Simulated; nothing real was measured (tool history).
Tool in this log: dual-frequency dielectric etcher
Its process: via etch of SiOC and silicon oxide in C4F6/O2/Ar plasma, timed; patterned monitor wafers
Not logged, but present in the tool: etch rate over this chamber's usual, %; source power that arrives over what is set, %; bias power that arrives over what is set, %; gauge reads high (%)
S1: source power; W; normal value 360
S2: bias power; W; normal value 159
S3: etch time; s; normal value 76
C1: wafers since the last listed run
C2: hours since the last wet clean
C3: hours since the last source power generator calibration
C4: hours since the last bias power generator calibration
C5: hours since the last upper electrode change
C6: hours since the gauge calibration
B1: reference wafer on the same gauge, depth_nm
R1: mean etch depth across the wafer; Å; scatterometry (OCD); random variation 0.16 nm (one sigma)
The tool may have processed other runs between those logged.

run   hour   S1   S2    S3   C1     C2      C3      C4      C5     C6    B1   R1
  1      0  360  141    76    0  253.6  3784.4    3499  4369.6  417.7  63.5  774
  2   63.7  360  141    76  610  317.3  3848.1  3562.7  4433.3  481.4  63.5  782
  3  130.8  360  141    76  643  384.4  3915.2  3629.8  4500.4  548.5  63.6  782
  4  164.2  360  159    76  320  417.8  3948.6  3663.2  4533.8  581.9  63.6  805
  5    219  360  159    76  525  472.6  4003.4    3718  4588.6  636.7  63.5  806
     283.4  -- source power generator calibrated
     291.3  -- wet clean of the chamber
  6  291.8  390  159    87  583    0.5     8.4  3790.8  4661.4  709.5  63.6  893
  7  316.8  390  159    87  239   25.5    33.4  3815.8  4686.4  734.5  63.6  896
  8  344.1  360  159    76  261   52.8    60.7  3843.1  4713.7  761.8  63.6  753
     386.5  -- bias power generator calibrated
     387.3  -- wet clean of the chamber, repeated, since the last time left the tool worse
     411.4  -- gauge calibrated
  9  415.9  280  159  54.5  641   28.6   132.5    29.4  4785.5    4.5  63.6  506
 10  445.6  360  159    76  284   58.3   162.2    59.1  4815.2   34.2  63.6  789
     499.6  -- upper electrode replaced
 11  500.1  300  143    55  292  112.8   216.7   113.6     0.5   88.7  63.6  514
 12  523.1  330  123  93.5  220  135.8   239.7   136.6    23.5  111.7  63.6  887
 13  567.1  360  159  56.5  421  179.8   283.7   180.6    67.5  155.7  63.6  589
 14  616.3  360  176    85  471    229   332.9   229.8   116.7  204.9  63.6  910
 15  676.7  360  159    76  578  289.4   393.3   290.2   177.1  265.3  63.6  798
 16    709  290  123    76  309  321.7   425.6   322.5   209.4  297.6  63.6  687

List, for all runs, the conditions of the tool that the log does not record:
source power that arrives over what is set, %: 0 across all the runs
bias power that arrives over what is set, %: 0 across all the runs
gauge reads high (%): 0 across all the runs
H1: etch rate over this chamber's usual, %
run      H1
  1    1.45
  2    1.75
  3    2.05
  4    2.21
  5    2.46
  6   -4.32
  7    -4.2
  8   -4.08
  9  0.0957
 10   0.232
 11   0.482
 12   0.588
 13    0.79
 14    1.02
 15    1.29
 16    1.44

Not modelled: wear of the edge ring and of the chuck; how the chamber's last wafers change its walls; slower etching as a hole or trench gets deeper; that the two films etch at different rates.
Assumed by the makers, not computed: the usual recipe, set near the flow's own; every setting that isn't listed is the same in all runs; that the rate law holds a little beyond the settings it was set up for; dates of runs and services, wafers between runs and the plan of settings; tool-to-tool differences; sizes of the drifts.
